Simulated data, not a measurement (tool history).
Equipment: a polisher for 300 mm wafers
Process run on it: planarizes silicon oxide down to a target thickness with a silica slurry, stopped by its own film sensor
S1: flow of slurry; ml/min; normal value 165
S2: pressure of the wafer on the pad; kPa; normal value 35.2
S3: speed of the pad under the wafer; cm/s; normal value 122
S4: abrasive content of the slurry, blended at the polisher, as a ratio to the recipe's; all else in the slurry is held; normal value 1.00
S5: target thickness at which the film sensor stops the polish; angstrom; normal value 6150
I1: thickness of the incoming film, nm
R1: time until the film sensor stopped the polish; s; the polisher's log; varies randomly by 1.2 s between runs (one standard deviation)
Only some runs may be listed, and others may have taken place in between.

run	hour	S1	S2	S3	S4	S5	I1	R1
1	0.0	165	35.2	122	1.00	6150	1104.3	100.2
2	27.6	165	35.2	122	1.00	6150	1115.7	102.2
3	41.7	165	35.2	122	0.85	6150	1141.6	120.3
4	61.3	165	35.2	122	0.85	6150	1126.6	118.1
5	78.7	165	35.2	122	0.85	6150	1119.3	120.6
6	100.4	165	35.2	122	1.00	6150	1106.2	102.5
# hour 120.6: worn pad replaced by a new one
7	131.6	165	35.2	122	1.00	6150	1131.3	112.8
# hour 146.6: slurry blender recalibrated
8	216.6	140	35.2	122	1.00	6150	1102.9	109.6
# hour 227.6: slurry nozzle cleaned
9	252.0	165	35.2	148	1.00	6150	1098.5	92.9
# hour 260.6: worn pad replaced by a new one
# hour 270.5: conditioning disc replaced and pad reconditioned
10	284.4	165	35.2	122	1.00	6150	1137.4	106.5
# hour 306.1: head pressure recalibrated
11	306.6	165	44.1	122	1.25	4950	1110.9	87.8
12	341.0	165	35.2	156	1.00	6150	1111.3	84.2
13	366.6	125	35.2	122	1.00	6150	1111.0	108.1
14	386.9	165	31.7	148	0.90	6150	1123.9	105.2
15	400.0	165	35.2	122	1.00	6150	1111.4	102.0
# hour 417.6: worn pad replaced by a new one
16	420.3	165	42.7	122	0.80	6150	1113.0	97.5
# hour 423.7: slurry blender recalibrated
17	442.0	165	40.0	122	1.20	6680	1114.6	74.4
18	467.6	165	35.2	144	1.15	6150	1124.0	84.9
19	486.6	125	35.2	122	1.00	6150	1115.1	110.5
20	508.2	110	25.5	122	1.00	6150	1145.0	167.8
21	544.1	205	35.2	122	1.00	6900	1116.4	84.6
22	561.8	205	43.4	106	1.00	6150	1126.6	94.0
# hour 575.4: worn pad replaced by a new one
23	595.3	165	26.9	156	0.75	5080	1117.2	168.2
24	621.0	190	35.2	122	1.00	6150	1118.6	104.8

How would selected steps in R1 from run to run divide? Give the signed amount a tool lacking its hidden state would still show from settings, what came in and random variation, and the signed amount left for the hidden state, including any gauge scatter that is not in both of the compared results.
Hidden state at play: removal rate lost through wear of the pad, %; slurry flow missing at the pad, %; deviation of the head's pressure from its setpoint, %; abrasive missing from the slurry, %; time polished since the conditioner stopped cutting, s.
Run 9 -> 10: S3 148 -> 122, worn pad replaced by a new one, conditioning disc replaced and pad reconditioned. R1 +13.6 s: hidden state -9.3, all else +22.9.
Run 20 -> 21: S1 110 -> 205, S2 25.5 -> 35.2, S5 6150 -> 6900. R1 -83.2 s: hidden state -0.7, all else -82.5.
Run 22 -> 23: S1 205 -> 165, S2 43.4 -> 26.9, S3 106 -> 156, S4 1.00 -> 0.75, S5 6150 -> 5080, worn pad replaced by a new one. R1 +74.2 s: hidden state +4.5, all else +69.7.

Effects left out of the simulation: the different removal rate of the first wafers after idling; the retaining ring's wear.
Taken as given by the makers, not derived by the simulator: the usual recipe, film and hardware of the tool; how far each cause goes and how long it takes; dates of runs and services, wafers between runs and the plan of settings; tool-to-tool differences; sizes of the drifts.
